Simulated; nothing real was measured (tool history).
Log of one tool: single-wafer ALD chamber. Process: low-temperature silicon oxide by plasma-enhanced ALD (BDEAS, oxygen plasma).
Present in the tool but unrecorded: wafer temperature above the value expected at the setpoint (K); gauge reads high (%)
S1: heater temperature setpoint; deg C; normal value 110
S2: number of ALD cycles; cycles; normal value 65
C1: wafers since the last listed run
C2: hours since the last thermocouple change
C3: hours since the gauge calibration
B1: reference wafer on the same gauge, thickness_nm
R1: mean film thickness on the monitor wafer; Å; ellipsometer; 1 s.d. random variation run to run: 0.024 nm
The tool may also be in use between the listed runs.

run 1 hour=0 | S1=110 S2=55 | C1=0 C2=1431.7 C3=82.2 | B1=10.648 | R1=79.71
run 2 hour=13.2 | S1=110 S2=55 | C1=83 C2=1444.9 C3=95.4 | B1=10.649 | R1=79.9
run 3 hour=19.5 | S1=110 S2=55 | C1=40 C2=1451.2 C3=101.7 | B1=10.655 | R1=79.75
run 4 hour=33.3 | S1=120 S2=65 | C1=87 C2=1465 C3=115.5 | B1=10.653 | R1=92.29
run 5 hour=49 | S1=120 S2=65 | C1=99 C2=1480.7 C3=131.2 | B1=10.649 | R1=92.37
run 6 hour=63 | S1=120 S2=65 | C1=89 C2=1494.7 C3=145.2 | B1=10.654 | R1=92.76
run 7 hour=74.2 | S1=110 S2=65 | C1=71 C2=1505.9 C3=156.4 | B1=10.65 | R1=94.58
run 8 hour=114.6 | S1=110 S2=65 | C1=256 C2=1546.3 C3=196.8 | B1=10.651 | R1=94.15
run 9 hour=127 | S1=110 S2=65 | C1=78 C2=1558.7 C3=209.2 | B1=10.648 | R1=94.58
run 10 hour=136.4 | S1=110 S2=65 | C1=59 C2=1568.1 C3=218.6 | B1=10.64 | R1=94.45
run 11 hour=142.9 | S1=110 S2=65 | C1=41 C2=1574.6 C3=225.1 | B1=10.643 | R1=94.55
run 12 hour=157.1 | S1=110 S2=65 | C1=90 C2=1588.8 C3=239.3 | B1=10.662 | R1=94.36
run 13 hour=174.8 | S1=110 S2=68 | C1=112 C2=1606.5 C3=257 | B1=10.652 | R1=98.81
run 14 hour=182.9 | S1=119 S2=75 | C1=51 C2=1614.6 C3=265.1 | B1=10.635 | R1=107.06
-- hour=193 thermocouple changed; heater temperature recalibrated
run 15 hour=194.5 | S1=98 S2=60 | C1=22 C2=1.5 C3=276.7 | B1=10.644 | R1=89.01
run 16 hour=201.1 | S1=118 S2=76 | C1=41 C2=8.1 C3=283.3 | B1=10.649 | R1=108.97
run 17 hour=209.4 | S1=104 S2=53 | C1=52 C2=16.4 C3=291.6 | B1=10.644 | R1=77.33
run 18 hour=226.3 | S1=116 S2=77 | C1=107 C2=33.3 C3=308.5 | B1=10.653 | R1=110.22
run 19 hour=238.3 | S1=96 S2=54 | C1=76 C2=45.3 C3=320.5 | B1=10.647 | R1=80.76
-- hour=239.3 gauge calibrated
run 20 hour=247.4 | S1=110 S2=65 | C1=57 C2=54.4 C3=8.1 | B1=10.658 | R1=94.4
run 21 hour=296.7 | S1=110 S2=65 | C1=313 C2=103.7 C3=57.4 | B1=10.645 | R1=94.03
run 22 hour=303.2 | S1=100 S2=53 | C1=41 C2=110.2 C3=63.9 | B1=10.661 | R1=78.04
run 23 hour=309.8 | S1=98 S2=68 | C1=41 C2=116.8 C3=70.5 | B1=10.644 | R1=101.16
run 24 hour=322.3 | S1=110 S2=65 | C1=79 C2=129.3 C3=83 | B1=10.647 | R1=94.58
run 25 hour=338.3 | S1=110 S2=65 | C1=101 C2=145.3 C3=99 | B1=10.647 | R1=94.61
run 26 hour=348 | S1=110 S2=65 | C1=61 C2=155 C3=108.7 | B1=10.637 | R1=94.08

3 options for the next run, each taken on its own from the tool as it stands now. Forecast them:
run A hour=348.5 | S1=110 S2=53 | C1=3 C2=155.5 C3=109.2 | B1=? | R1=?
run B hour=348.5 | S1=125 S2=76 | C1=3 C2=155.5 C3=109.2 | B1=? | R1=?
run C hour=348.5 | S1=115 S2=65 | C1=3 C2=155.5 C3=109.2 | B1=? | R1=?

run=A B1=10.656 R1=77.02
run=B B1=10.656 R1=107.56
run=C B1=10.656 R1=93.64
The same runs, with their run-to-run variation unchanged, on a tool lacking any hidden condition would have given:
run=A R1=77.02
run=B R1=107.56
run=C R1=93.64

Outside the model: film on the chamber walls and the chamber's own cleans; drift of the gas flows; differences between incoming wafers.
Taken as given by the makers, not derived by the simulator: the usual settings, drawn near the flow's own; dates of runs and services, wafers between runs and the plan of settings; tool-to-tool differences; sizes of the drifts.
